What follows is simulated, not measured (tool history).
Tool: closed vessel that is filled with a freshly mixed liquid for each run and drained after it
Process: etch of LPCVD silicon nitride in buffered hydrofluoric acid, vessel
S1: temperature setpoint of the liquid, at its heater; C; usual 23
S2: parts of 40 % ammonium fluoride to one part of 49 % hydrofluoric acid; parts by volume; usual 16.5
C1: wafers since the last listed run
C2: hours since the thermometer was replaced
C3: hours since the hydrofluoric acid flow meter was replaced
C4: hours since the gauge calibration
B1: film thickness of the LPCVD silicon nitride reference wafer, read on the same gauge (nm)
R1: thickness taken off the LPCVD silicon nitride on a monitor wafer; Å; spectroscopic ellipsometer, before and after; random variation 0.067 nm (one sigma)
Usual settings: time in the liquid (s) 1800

{"run": 1, "day": 0.0, "S1": 23, "S2": 16.5, "time in the liquid (s)": 1800, "C1": 0, "C2": 2228.3, "C3": 991.9, "C4": 56.1, "B1": 139.95, "R1": 176.5}
{"run": 2, "day": 0.504, "S1": 23, "S2": 16.5, "time in the liquid (s)": 1800, "C1": 373, "C2": 2240.4, "C3": 1004, "C4": 68.2, "B1": 139.99, "R1": 175.2}
{"run": 3, "day": 1.808, "S1": 23, "S2": 16.5, "time in the liquid (s)": 1800, "C1": 966, "C2": 2271.7, "C3": 1035.3, "C4": 99.5, "B1": 140.04, "R1": 176.4}
{"run": 4, "day": 2.758, "S1": 23, "S2": 16.5, "time in the liquid (s)": 1800, "C1": 703, "C2": 2294.5, "C3": 1058.1, "C4": 122.3, "B1": 139.99, "R1": 178.8}
{"run": 5, "day": 3.542, "S1": 23, "S2": 16.5, "time in the liquid (s)": 1800, "C1": 580, "C2": 2313.3, "C3": 1076.9, "C4": 141.1, "B1": 140.01, "R1": 177.6}
{"run": 6, "day": 4.433, "S1": 23, "S2": 14, "time in the liquid (s)": 1800, "C1": 660, "C2": 2334.7, "C3": 1098.3, "C4": 162.5, "B1": 140.01, "R1": 209.4}
{"run": 7, "day": 5.662, "S1": 23, "S2": 14, "time in the liquid (s)": 1800, "C1": 910, "C2": 2364.2, "C3": 1127.8, "C4": 192, "B1": 140.01, "R1": 207.7}
{"run": 8, "day": 6.442, "S1": 27, "S2": 16.5, "time in the liquid (s)": 2560, "C1": 577, "C2": 2382.9, "C3": 1146.5, "C4": 210.7, "B1": 139.97, "R1": 316.5}
{"run": 9, "day": 7.642, "S1": 23, "S2": 11, "time in the liquid (s)": 2590, "C1": 888, "C2": 2411.7, "C3": 1175.3, "C4": 239.5, "B1": 140, "R1": 381.7}
{"run": 10, "day": 9.7, "S1": 23, "S2": 16.5, "time in the liquid (s)": 2815, "C1": 1524, "C2": 2461.1, "C3": 1224.7, "C4": 288.9, "B1": 139.99, "R1": 279.5}
{"run": 11, "day": 11.075, "S1": 23, "S2": 16.5, "time in the liquid (s)": 1800, "C1": 1018, "C2": 2494.1, "C3": 1257.7, "C4": 321.9, "B1": 139.99, "R1": 180.4}
{"day": 11.525, "done": "thermometer replaced"}
{"run": 12, "day": 12.421, "S1": 21, "S2": 16.5, "time in the liquid (s)": 1800, "C1": 966, "C2": 21.5, "C3": 1290, "C4": 354.2, "B1": 140.02, "R1": 162.1}
{"run": 13, "day": 12.996, "S1": 23, "S2": 16.5, "time in the liquid (s)": 1800, "C1": 425, "C2": 35.3, "C3": 1303.8, "C4": 368, "B1": 140.03, "R1": 181}
{"day": 13.233, "done": "hydrofluoric acid flow meter replaced"}
{"run": 14, "day": 14.45, "S1": 23, "S2": 10.5, "time in the liquid (s)": 2075, "C1": 1046, "C2": 70.2, "C3": 29.2, "C4": 402.9, "B1": 140.04, "R1": 299.4}
{"day": 14.65, "done": "gauge calibrated"}
{"run": 15, "day": 15.812, "S1": 23, "S2": 20.5, "time in the liquid (s)": 1350, "C1": 1009, "C2": 102.9, "C3": 61.9, "C4": 27.9, "B1": 140.04, "R1": 101.4}

Forecast run 16:
{"run": 16, "day": 16.983, "S1": 20.5, "S2": 16.5, "time in the liquid (s)": 970, "C1": 867, "C2": 131, "C3": 90, "C4": 56, "B1": "?", "R1": "?"}

Run 16 gave B1 140, R1 78.9 Å.
Without the tool's hidden state the same run would have given R1 77.1 Å.
